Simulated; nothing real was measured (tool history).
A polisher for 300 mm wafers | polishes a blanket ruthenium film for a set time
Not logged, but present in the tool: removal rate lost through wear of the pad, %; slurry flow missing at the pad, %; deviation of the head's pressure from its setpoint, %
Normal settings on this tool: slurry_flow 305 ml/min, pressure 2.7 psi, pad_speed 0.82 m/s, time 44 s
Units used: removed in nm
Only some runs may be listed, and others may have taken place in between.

run    hour  slurry_flow  pressure  pad_speed  time  wafers since the last listed run  wafers polished on this pad  hours since the slurry nozzle was cleaned  hours since the head pressure was calibrated  incoming thickness of the incoming film, nm  removed
  1     0.0          305       2.2       0.82    52                                 0                         1114                                       15.3                                         314.3                                        422.5     49.0
       43.3  -- head pressure recalibrated
  2   104.3          305       2.2       0.82    52                              1061                         2176                                      119.6                                          61.0                                        419.7     53.3
      172.0  -- worn pad replaced by a new one
  3   172.5          305       2.7       0.82    44                               666                            5                                      187.8                                         129.2                                        419.2     54.7
  4   272.3          305       2.7       0.82    44                              1035                         1041                                      287.6                                         229.0                                        419.2     52.5
      332.7  -- head pressure recalibrated
  5   350.6          335       2.7       0.74    44                               791                         1833                                      365.9                                          17.9                                        416.6     51.5
  6   424.4          335       2.7       0.74    44                               765                         2598                                      439.7                                          91.7                                        421.0     49.9
      442.1  -- worn pad replaced by a new one
      453.9  -- slurry nozzle cleaned
  7   491.7          335       2.7       0.74    44                               646                          504                                       37.8                                         159.0                                        412.5     49.2
  8   537.2          305       2.7       0.82    44                               472                          976                                       83.3                                         204.5                                        417.6     53.3
  9   623.0          305       2.7       0.82    44                               890                         1866                                      169.1                                         290.3                                        420.0     51.8
      676.6  -- head pressure recalibrated
 10   678.9          305       2.7       0.82    38                               559                         2425                                      225.0                                           2.3                                        411.6     47.6
      700.6  -- worn pad replaced by a new one
 11   728.4          305       2.7       0.82    29                               472                          288                                      274.5                                          51.8                                        418.1     35.6
 12   768.0          400       2.7       0.82    44                               410                          699                                      314.1                                          91.4                                        427.0     55.6
      846.0  -- slurry nozzle cleaned
 13   851.0          305       2.7       0.82    44                               850                         1550                                        5.0                                         174.4                                        420.4     52.8
 14   930.4          335       2.7       0.74    44                               823                         2374                                       84.4                                         253.8                                        422.0     49.4
      957.0  -- worn pad replaced by a new one
      996.9  -- head pressure recalibrated
 15  1024.7          305       2.7       0.82    44                               916                          681                                      178.7                                          27.8                                        428.3     55.3
 16  1099.8          305       2.7       0.82    44                               779                         1461                                      253.8                                         102.9                                        421.8     53.4
 17  1161.0          305       2.7       0.68    37                               635                         2096                                      315.0                                         164.1                                        424.9     38.2
     1214.1  -- slurry nozzle cleaned
     1218.4  -- worn pad replaced by a new one
 18  1243.6          245       2.1       0.72    38                               805                          261                                       29.5                                         246.7                                        418.5     31.6
 19  1324.7          305       2.2       0.64    37                               841                         1102                                      110.6                                         327.8                                        424.4     27.8
     1347.7  -- head pressure recalibrated
 20  1425.5          245       3.3       0.82    33                              1025                         2127                                      211.4                                          77.8                                        417.1     50.0

What the log doesn't show, run by run:
removal rate lost through wear of the pad, %: 0 across all the runs
slurry flow missing at the pad, %: 0 across all the runs
H1: deviation of the head's pressure from its setpoint, %
run      H1
  1   -7.48
  2   -1.71
  3   -3.26
  4   -5.54
  5  -0.655
  6   -2.34
  7   -3.87
  8   -4.91
  9   -6.86
 10  -0.597
 11   -1.72
 12   -2.63
 13   -4.52
 14   -6.33
 15  -0.484
 16   -2.19
 17   -3.59
 18   -5.47
 19   -7.32
 20   -2.47
